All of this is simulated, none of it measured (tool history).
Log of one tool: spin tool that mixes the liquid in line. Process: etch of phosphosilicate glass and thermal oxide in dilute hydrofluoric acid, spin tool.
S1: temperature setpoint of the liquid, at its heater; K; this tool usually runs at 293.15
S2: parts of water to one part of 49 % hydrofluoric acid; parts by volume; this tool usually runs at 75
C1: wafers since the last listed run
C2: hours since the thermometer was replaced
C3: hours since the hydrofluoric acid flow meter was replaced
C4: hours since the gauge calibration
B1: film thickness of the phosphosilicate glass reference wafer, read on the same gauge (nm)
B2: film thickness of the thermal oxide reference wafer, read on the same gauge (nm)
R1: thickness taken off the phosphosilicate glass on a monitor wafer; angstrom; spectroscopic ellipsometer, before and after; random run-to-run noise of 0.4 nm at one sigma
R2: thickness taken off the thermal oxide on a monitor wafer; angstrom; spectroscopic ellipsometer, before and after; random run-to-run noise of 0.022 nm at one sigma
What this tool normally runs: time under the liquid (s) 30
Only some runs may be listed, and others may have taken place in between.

{"run": 1, "day": 0.0, "S1": 293.15, "S2": 75, "time under the liquid (s)": 30, "C1": 0, "C2": 942.2, "C3": 2123.1, "C4": 119.5, "B1": 70.01, "B2": 49.993, "R1": 572.7, "R2": 15.99}
{"run": 2, "day": 0.879, "S1": 293.15, "S2": 75, "time under the liquid (s)": 30, "C1": 405, "C2": 963.3, "C3": 2144.2, "C4": 140.6, "B1": 69.96, "B2": 49.995, "R1": 571.4, "R2": 16.0}
{"run": 3, "day": 2.062, "S1": 293.15, "S2": 75, "time under the liquid (s)": 30, "C1": 545, "C2": 991.7, "C3": 2172.6, "C4": 169.0, "B1": 69.98, "B2": 50.001, "R1": 566.2, "R2": 15.95}
{"day": 4.738, "done": "gauge calibrated"}
{"run": 4, "day": 5.554, "S1": 293.15, "S2": 75, "time under the liquid (s)": 40, "C1": 1609, "C2": 1075.5, "C3": 2256.4, "C4": 19.6, "B1": 69.99, "B2": 49.995, "R1": 758.4, "R2": 20.85}
{"run": 5, "day": 6.262, "S1": 293.15, "S2": 75, "time under the liquid (s)": 30, "C1": 326, "C2": 1092.5, "C3": 2273.4, "C4": 36.6, "B1": 70.02, "B2": 50.007, "R1": 567.7, "R2": 15.5}
{"day": 6.888, "done": "hydrofluoric acid flow meter replaced"}
{"run": 6, "day": 7.242, "S1": 293.15, "S2": 75, "time under the liquid (s)": 30, "C1": 432, "C2": 1116.0, "C3": 8.5, "C4": 60.1, "B1": 69.98, "B2": 50.019, "R1": 563.1, "R2": 15.84}
{"day": 7.479, "done": "thermometer replaced"}
{"run": 7, "day": 8.35, "S1": 290.15, "S2": 90, "time under the liquid (s)": 30, "C1": 491, "C2": 20.9, "C3": 35.1, "C4": 86.7, "B1": 69.98, "B2": 50.001, "R1": 451.1, "R2": 12.16}
{"run": 8, "day": 9.438, "S1": 293.15, "S2": 45, "time under the liquid (s)": 30, "C1": 501, "C2": 47.0, "C3": 61.2, "C4": 112.8, "B1": 70.0, "B2": 49.989, "R1": 1083.3, "R2": 29.79}
{"run": 9, "day": 10.504, "S1": 296.15, "S2": 35, "time under the liquid (s)": 40, "C1": 491, "C2": 72.6, "C3": 86.8, "C4": 138.4, "B1": 69.97, "B2": 49.987, "R1": 2115.3, "R2": 57.66}
{"run": 10, "day": 11.55, "S1": 297.15, "S2": 110, "time under the liquid (s)": 20, "C1": 482, "C2": 97.7, "C3": 111.9, "C4": 163.5, "B1": 70.02, "B2": 49.987, "R1": 316.0, "R2": 8.86}
{"run": 11, "day": 12.533, "S1": 293.15, "S2": 75, "time under the liquid (s)": 15, "C1": 453, "C2": 121.3, "C3": 135.5, "C4": 187.1, "B1": 69.94, "B2": 49.986, "R1": 308.2, "R2": 8.56}
{"run": 12, "day": 13.096, "S1": 291.15, "S2": 60, "time under the liquid (s)": 50, "C1": 259, "C2": 134.8, "C3": 149.0, "C4": 200.6, "B1": 70.03, "B2": 49.998, "R1": 1201.2, "R2": 32.91}
{"run": 13, "day": 14.238, "S1": 297.15, "S2": 60, "time under the liquid (s)": 20, "C1": 526, "C2": 162.2, "C3": 176.4, "C4": 228.0, "B1": 70.04, "B2": 49.995, "R1": 616.5, "R2": 17.2}
{"run": 14, "day": 14.858, "S1": 293.15, "S2": 75, "time under the liquid (s)": 30, "C1": 286, "C2": 177.1, "C3": 191.3, "C4": 242.9, "B1": 69.99, "B2": 49.992, "R1": 608.7, "R2": 16.86}

Hidden state at the last listed run before each entry between runs and at the first one after, where it differs:
In the gap between runs 3 and 4: gauge calibrated (day 4.738)
  liquid colder than its thermometer reads (K): 2.53 -> 2.7
  difference, measured minus the result without the unlogged condition, R1: -63.8 -> -91.6 angstrom; R2: -1.80 -> -2.51 angstrom
In the gap between runs 5 and 6: hydrofluoric acid flow meter replaced (day 6.888)
  liquid colder than its thermometer reads (K): 2.74 -> 2.79
  difference, measured minus the result without the unlogged condition, R1: -69.6 -> -70.4 angstrom; R2: -1.91 -> -1.98 angstrom
In the gap between runs 6 and 7: thermometer replaced (day 7.479)
  liquid colder than its thermometer reads (K): 2.79 -> 0.398
  difference, measured minus the result without the unlogged condition, R1: -70.4 -> -7.7 angstrom; R2: -1.98 -> -0.21 angstrom
